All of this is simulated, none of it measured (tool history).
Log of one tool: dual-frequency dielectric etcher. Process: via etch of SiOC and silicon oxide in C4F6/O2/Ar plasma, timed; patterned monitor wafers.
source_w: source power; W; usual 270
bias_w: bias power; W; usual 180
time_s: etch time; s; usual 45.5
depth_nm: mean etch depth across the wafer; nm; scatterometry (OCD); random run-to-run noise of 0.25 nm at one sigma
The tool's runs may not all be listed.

| run | hour | source_w | bias_w | time_s | read-back reference wafer on the same gauge, depth_nm | depth_nm |
|---|---|---|---|---|---|---|
| 1 | 0.0 | 270 | 180 | 45.5 | 45.16 | 42.66 |
| 2 | 51.9 | 320 | 202 | 45.5 | 45.27 | 45.92 |
| 3 | 82.2 | 270 | 180 | 45.5 | 45.30 | 42.46 |
|  | 114.2 | wet clean of the chamber |
| 4 | 114.7 | 220 | 159 | 45.5 | 45.29 | 39.04 |
| 5 | 175.5 | 220 | 159 | 45.5 | 45.43 | 38.71 |
| 6 | 199.7 | 220 | 159 | 45.5 | 45.46 | 38.88 |
|  | 276.9 | upper electrode replaced |
|  | 277.6 | bias power generator calibrated |
| 7 | 278.1 | 270 | 180 | 45.5 | 45.73 | 42.59 |
| 8 | 293.0 | 270 | 180 | 45.5 | 45.60 | 42.15 |
| 9 | 421.6 | 320 | 180 | 45.5 | 45.87 | 44.81 |
| 10 | 498.2 | 270 | 180 | 45.5 | 46.01 | 42.89 |
| 11 | 538.7 | 270 | 153 | 40.5 | 46.05 | 37.04 |
| 12 | 574.8 | 240 | 225 | 52.5 | 46.15 | 50.86 |
|  | 649.3 | wet clean of the chamber |
| 13 | 649.8 | 200 | 180 | 45.5 | 46.32 | 40.02 |
|  | 653.1 | gauge calibrated |
| 14 | 665.0 | 270 | 180 | 32.5 | 43.85 | 29.36 |
| 15 | 733.8 | 230 | 205 | 49.0 | 43.95 | 43.92 |
| 16 | 792.0 | 340 | 135 | 45.5 | 43.91 | 40.66 |
|  | 846.3 | source power generator calibrated |
| 17 | 846.8 | 340 | 135 | 45.5 | 44.04 | 41.26 |
| 18 | 885.0 | 290 | 217 | 41.0 | 44.09 | 40.26 |
| 19 | 947.1 | 310 | 211 | 32.5 | 44.27 | 32.04 |
| 20 | 978.5 | 200 | 220 | 49.5 | 44.34 | 44.38 |
| 21 | 1040.4 | 270 | 180 | 58.0 | 44.41 | 52.94 |
| 22 | 1110.5 | 270 | 205 | 41.5 | 44.53 | 39.34 |
|  | 1168.6 | wet clean of the chamber |
| 23 | 1234.1 | 270 | 180 | 45.5 | 44.72 | 41.87 |
| 24 | 1319.2 | 220 | 165 | 53.0 | 44.90 | 45.03 |
| 25 | 1376.9 | 270 | 180 | 45.5 | 45.01 | 41.78 |
| 26 | 1425.6 | 270 | 180 | 45.5 | 45.08 | 42.36 |
| 27 | 1458.7 | 210 | 180 | 45.5 | 45.13 | 39.54 |
| 28 | 1514.6 | 270 | 180 | 36.0 | 45.27 | 33.32 |
| 29 | 1577.5 | 270 | 180 | 45.5 | 45.37 | 42.68 |

Below, some changes in depth_nm between adjacent runs. For each, the amount present without the hidden state too (settings, incoming material, random variation) and the amount remaining for the hidden state with gauge scatter not shared by both compared results:
Hidden state present: etch rate over this chamber's usual, %; source power that arrives over what is set, %; bias power that arrives over what is set, %; gauge reads high (%).
Run 11 -> 12: source_w 270 -> 240, bias_w 153 -> 225, time_s 40.5 -> 52.5. depth_nm +13.82 nm: hidden state +0.63, all else +13.19.
Run 13 -> 14: source_w 200 -> 270, time_s 45.5 -> 32.5, gauge calibrated. depth_nm -10.66 nm: hidden state -2.09, all else -8.57.
Run 14 -> 15: source_w 270 -> 230, bias_w 180 -> 205, time_s 32.5 -> 49.0. depth_nm +14.56 nm: hidden state -0.02, all else +14.58.
